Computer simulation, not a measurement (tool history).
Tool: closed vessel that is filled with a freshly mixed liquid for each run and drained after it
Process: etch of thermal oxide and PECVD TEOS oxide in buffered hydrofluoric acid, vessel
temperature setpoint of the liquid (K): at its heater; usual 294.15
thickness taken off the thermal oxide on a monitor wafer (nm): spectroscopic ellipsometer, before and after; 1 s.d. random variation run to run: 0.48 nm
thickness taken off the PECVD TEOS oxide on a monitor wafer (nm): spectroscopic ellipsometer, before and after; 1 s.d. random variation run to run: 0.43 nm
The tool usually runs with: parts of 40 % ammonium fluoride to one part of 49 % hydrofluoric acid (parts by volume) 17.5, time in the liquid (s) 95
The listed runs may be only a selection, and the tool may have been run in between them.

run	day	temperature setpoint of the liquid (K)	parts of 40 % ammonium fluoride to one part of 49 % hydrofluoric acid (parts by volume)	time in the liquid (s)	wafers since the last listed run	hours since the thermometer was replaced	hours since the hydrofluoric acid flow meter was replaced	hours since the gauge calibration	read-back film thickness of the thermal oxide reference wafer, read on the same gauge (nm)	read-back film thickness of the PECVD TEOS oxide reference wafer, read on the same gauge (nm)	thickness taken off the thermal oxide on a monitor wafer (nm)	thickness taken off the PECVD TEOS oxide on a monitor wafer (nm)
1	0.000	294.15	17.5	95	0	70.2	405.4	1993.4	40.01	40.02	54.53	63.93
2	2.571	294.15	17.5	95	6231	131.9	467.1	2055.1	40.01	39.99	53.62	64.93
3	4.808	294.15	17.5	95	5423	185.6	520.8	2108.8	39.96	40.00	54.30	65.51
4	7.275	294.15	17.5	95	5979	244.8	580.0	2168.0	40.00	39.99	54.43	64.96
5	9.054	291.15	20.0	145	4312	287.5	622.7	2210.7	39.99	39.99	62.11	73.48
6	10.783	297.65	20.5	60	4191	329.0	664.2	2252.2	40.01	40.02	35.89	43.25
7	13.342	290.15	17.5	115	6201	390.4	725.6	2313.6	40.01	39.97	52.98	64.21
8	14.767	290.15	19.5	60	3454	424.6	759.8	2347.8	40.02	39.99	24.94	30.14
9	17.088	294.15	17.5	40	5625	480.3	815.5	2403.5	40.00	40.01	23.50	27.95
10	19.617	294.15	17.5	135	6130	541.0	876.2	2464.2	40.03	40.02	79.12	95.05
11	21.992	294.15	17.5	95	5757	598.0	933.2	2521.2	39.99	40.00	56.35	67.31
12	23.642	294.15	12.5	95	3999	637.6	972.8	2560.8	40.01	40.01	78.69	92.91
# day 24.308: thermometer replaced
# day 24.442: gauge calibrated
13	26.154	294.15	17.5	95	5989	44.3	1033.1	41.1	39.97	40.00	56.54	68.57
# day 26.996: hydrofluoric acid flow meter replaced
14	28.896	294.15	17.5	95	6544	110.1	45.6	106.9	39.95	40.00	52.17	62.13
15	31.829	292.65	20.0	70	7110	180.5	116.0	177.3	40.01	40.02	31.18	37.77
16	34.708	294.15	17.5	95	6979	249.6	185.1	246.4	40.01	40.00	52.83	63.59
17	36.562	294.15	23.0	45	4494	294.1	229.6	290.9	40.02	39.99	19.94	23.67
18	37.833	296.15	23.5	95	3080	324.6	260.1	321.4	39.98	40.01	46.00	55.28
19	40.704	297.65	17.5	150	6958	393.5	329.0	390.3	39.96	40.00	102.75	122.43
20	42.867	294.15	17.5	95	5241	445.4	380.9	442.2	40.00	39.99	54.38	64.30
21	45.562	291.15	17.5	95	6534	510.1	445.6	506.9	40.01	40.01	45.62	53.97
22	46.708	292.15	24.0	95	2777	537.6	473.1	534.4	40.01	40.00	36.68	44.31
# day 48.017: thermometer replaced
23	48.217	294.15	15.0	95	3555	4.8	509.3	570.6	39.99	40.02	62.99	75.36
24	50.612	294.15	17.5	95	5807	62.3	566.8	628.1	40.01	39.99	54.77	65.07
25	53.029	294.15	23.5	150	5858	120.3	624.8	686.1	40.00	39.99	66.46	79.69

What differs in the tool's unlogged condition from the final listed run ahead of each entry between runs to the first listed run following it?
In the gap between runs 12 and 13: thermometer replaced (day 24.308); gauge calibrated (day 24.442)
  hydrofluoric acid flow above the setpoint (%): 9.48 -> 10.1
  measured result minus the result with no hidden state, thickness taken off the thermal oxide on a monitor wafer (nm): +6.67 -> +5.09; thickness taken off the PECVD TEOS oxide on a monitor wafer (nm): +7.88 -> +6.18
In the gap between runs 13 and 14: hydrofluoric acid flow meter replaced (day 26.996)
  hydrofluoric acid flow above the setpoint (%): 10.1 -> 1.07
  measured result minus the result with no hidden state, thickness taken off the thermal oxide on a monitor wafer (nm): +5.09 -> +0.55; thickness taken off the PECVD TEOS oxide on a monitor wafer (nm): +6.18 -> +0.65
In the gap between runs 22 and 23: thermometer replaced (day 48.017)
  hydrofluoric acid flow above the setpoint (%): 5.12 -> 5.46
  measured result minus the result with no hidden state, thickness taken off the thermal oxide on a monitor wafer (nm): +1.25 -> +3.20; thickness taken off the PECVD TEOS oxide on a monitor wafer (nm): +1.51 -> +3.83
